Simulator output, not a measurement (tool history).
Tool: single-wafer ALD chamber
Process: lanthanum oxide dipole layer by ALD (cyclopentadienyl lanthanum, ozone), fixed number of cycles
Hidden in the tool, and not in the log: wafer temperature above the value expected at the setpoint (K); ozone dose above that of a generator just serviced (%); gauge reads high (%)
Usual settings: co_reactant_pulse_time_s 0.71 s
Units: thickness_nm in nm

run,hour,co_reactant_pulse_time_s,wafers since the last listed run,hours since the last thermocouple change,hours since the last ozone generator service,hours since the showerhead was replaced,hours since the gauge calibration,"read-back reference wafer on the same gauge, thickness_nm",thickness_nm
1,0,0.77,0,1803.3,208.6,4536.1,244.4,0.434,0.545
2,52.2,0.71,1237,1855.5,260.8,4588.3,296.6,0.434,0.518
3,80.7,0.71,675,1884,289.3,4616.8,325.1,0.434,0.516
4,121,0.71,955,1924.3,329.6,4657.1,365.4,0.434,0.516
5,184.1,0.71,1496,1987.4,392.7,4720.2,428.5,0.434,0.515
6,221.5,0.81,886,2024.8,430.1,4757.6,465.9,0.434,0.55
7,262.7,0.81,976,2066,471.3,4798.8,507.1,0.434,0.55
# hour 300.9: gauge calibrated
8,301.2,0.5,912,2104.5,509.8,4837.3,0.3,0.434,0.404
9,335.1,0.79,803,2138.4,543.7,4871.2,34.2,0.434,0.545
10,401.4,0.91,1572,2204.7,610,4937.5,100.5,0.434,0.577
11,441.1,0.63,941,2244.4,649.7,4977.2,140.2,0.434,0.473
# hour 468.4: ozone generator serviced
# hour 505.9: thermocouple changed; heater temperature recalibrated
12,591.7,0.94,3191,85.8,123.3,5127.8,290.8,0.434,0.591
13,620.5,0.82,682,114.6,152.1,5156.6,319.6,0.434,0.563
# hour 660.5: showerhead replaced, of another model than before
14,692.2,0.83,1510,186.3,223.8,31.7,391.3,0.434,0.555
15,746.1,0.86,1278,240.2,277.7,85.6,445.2,0.434,0.561
16,793.7,0.53,1128,287.8,325.3,133.2,492.8,0.434,0.45
17,836.9,0.85,1024,331,368.5,176.4,536,0.434,0.558
# hour 861.4: gauge calibrated
18,903.1,0.71,1569,397.2,434.7,242.6,41.7,0.434,0.517
19,932.9,0.71,706,427,464.5,272.4,71.5,0.434,0.518

Forecast each of these 5 alternatives for the next run:
A,933.3,0.88,9,427.4,464.9,272.8,71.9,?,?
B,933.3,0.61,9,427.4,464.9,272.8,71.9,?,?
C,933.3,0.58,9,427.4,464.9,272.8,71.9,?,?
D,933.3,0.93,9,427.4,464.9,272.8,71.9,?,?
E,933.3,0.6,9,427.4,464.9,272.8,71.9,?,?

run,"read-back reference wafer on the same gauge, thickness_nm",thickness_nm
A,0.434,0.565
B,0.434,0.484
C,0.434,0.472
D,0.434,0.576
E,0.434,0.48
Without the tool's hidden state the same runs would have given:
run,thickness_nm
A,0.572
B,0.492
C,0.48
D,0.583
E,0.488
